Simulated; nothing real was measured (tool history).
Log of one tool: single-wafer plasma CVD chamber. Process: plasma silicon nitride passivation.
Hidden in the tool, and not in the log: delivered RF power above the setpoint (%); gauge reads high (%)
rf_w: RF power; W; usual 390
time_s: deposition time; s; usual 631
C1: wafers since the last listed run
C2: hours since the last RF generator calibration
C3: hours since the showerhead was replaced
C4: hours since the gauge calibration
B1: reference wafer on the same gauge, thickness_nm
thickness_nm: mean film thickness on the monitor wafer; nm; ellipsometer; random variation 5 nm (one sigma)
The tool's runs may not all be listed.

run 1 hour=0.0 | rf_w=390 time_s=631 | C1=0 C2=1215.9 C3=6180.5 C4=933.8 | B1=952.391 | thickness_nm=845.465
-- hour=28.4 gauge calibrated
run 2 hour=77.2 | rf_w=390 time_s=631 | C1=178 C2=1293.1 C3=6257.7 C4=48.8 | B1=950.369 | thickness_nm=833.985
run 3 hour=141.0 | rf_w=390 time_s=631 | C1=147 C2=1356.9 C3=6321.5 C4=112.6 | B1=951.682 | thickness_nm=840.546
run 4 hour=248.8 | rf_w=390 time_s=631 | C1=249 C2=1464.7 C3=6429.3 C4=220.4 | B1=952.617 | thickness_nm=836.261
run 5 hour=300.8 | rf_w=390 time_s=631 | C1=120 C2=1516.7 C3=6481.3 C4=272.4 | B1=950.271 | thickness_nm=827.264
run 6 hour=366.9 | rf_w=420 time_s=604 | C1=153 C2=1582.8 C3=6547.4 C4=338.5 | B1=955.269 | thickness_nm=827.296
run 7 hour=406.6 | rf_w=420 time_s=604 | C1=92 C2=1622.5 C3=6587.1 C4=378.2 | B1=954.585 | thickness_nm=828.191
run 8 hour=454.4 | rf_w=390 time_s=631 | C1=110 C2=1670.3 C3=6634.9 C4=426.0 | B1=948.353 | thickness_nm=836.372
run 9 hour=540.2 | rf_w=390 time_s=631 | C1=198 C2=1756.1 C3=6720.7 C4=511.8 | B1=950.122 | thickness_nm=828.807
run 10 hour=577.1 | rf_w=390 time_s=631 | C1=85 C2=1793.0 C3=6757.6 C4=548.7 | B1=953.324 | thickness_nm=828.095
run 11 hour=668.1 | rf_w=440 time_s=568 | C1=210 C2=1884.0 C3=6848.6 C4=639.7 | B1=949.314 | thickness_nm=795.940
-- hour=701.9 showerhead replaced
run 12 hour=744.8 | rf_w=390 time_s=631 | C1=159 C2=1960.7 C3=42.9 C4=716.4 | B1=952.467 | thickness_nm=831.655
run 13 hour=849.3 | rf_w=360 time_s=588 | C1=242 C2=2065.2 C3=147.4 C4=820.9 | B1=952.487 | thickness_nm=747.503
run 14 hour=897.1 | rf_w=390 time_s=631 | C1=110 C2=2113.0 C3=195.2 C4=868.7 | B1=953.249 | thickness_nm=828.591
run 15 hour=958.3 | rf_w=360 time_s=715 | C1=141 C2=2174.2 C3=256.4 C4=929.9 | B1=948.353 | thickness_nm=896.404
run 16 hour=1013.7 | rf_w=435 time_s=669 | C1=128 C2=2229.6 C3=311.8 C4=985.3 | B1=951.445 | thickness_nm=930.161
run 17 hour=1071.3 | rf_w=460 time_s=586 | C1=133 C2=2287.2 C3=369.4 C4=1042.9 | B1=951.953 | thickness_nm=834.388
run 18 hour=1161.3 | rf_w=390 time_s=631 | C1=208 C2=2377.2 C3=459.4 C4=1132.9 | B1=955.301 | thickness_nm=830.451
run 19 hour=1253.5 | rf_w=340 time_s=568 | C1=213 C2=2469.4 C3=551.6 C4=1225.1 | B1=951.922 | thickness_nm=695.257
-- hour=1264.2 gauge calibrated
-- hour=1331.6 RF generator calibrated
run 20 hour=1332.1 | rf_w=390 time_s=700 | C1=163 C2=0.5 C3=630.2 C4=67.9 | B1=952.436 | thickness_nm=959.198
run 21 hour=1425.6 | rf_w=425 time_s=731 | C1=216 C2=94.0 C3=723.7 C4=161.4 | B1=952.757 | thickness_nm=1051.267
run 22 hour=1508.5 | rf_w=360 time_s=515 | C1=192 C2=176.9 C3=806.6 C4=244.3 | B1=950.778 | thickness_nm=684.495
run 23 hour=1608.0 | rf_w=360 time_s=588 | C1=230 C2=276.4 C3=906.1 C4=343.8 | B1=953.660 | thickness_nm=765.284
run 24 hour=1710.9 | rf_w=425 time_s=731 | C1=238 C2=379.3 C3=1009.0 C4=446.7 | B1=950.423 | thickness_nm=1044.796
run 25 hour=1818.7 | rf_w=390 time_s=631 | C1=249 C2=487.1 C3=1116.8 C4=554.5 | B1=952.691 | thickness_nm=853.411

3 ways to go on from here, each from the tool as it stands after run 25. What would each give?
run A hour=1819.3 | rf_w=390 time_s=715 | C1=1 C2=487.7 C3=1117.4 C4=555.1 | B1=? | thickness_nm=?
run B hour=1819.3 | rf_w=325 time_s=631 | C1=1 C2=487.7 C3=1117.4 C4=555.1 | B1=? | thickness_nm=?
run C hour=1819.3 | rf_w=430 time_s=689 | C1=1 C2=487.7 C3=1117.4 C4=555.1 | B1=? | thickness_nm=?

run=A B1=952.563 thickness_nm=971.292
run=B B1=952.563 thickness_nm=775.655
run=C B1=952.563 thickness_nm=982.208
Without the tool's hidden state the same runs would have given:
run=A thickness_nm=993.425
run=B thickness_nm=793.329
run=C thickness_nm=1004.589
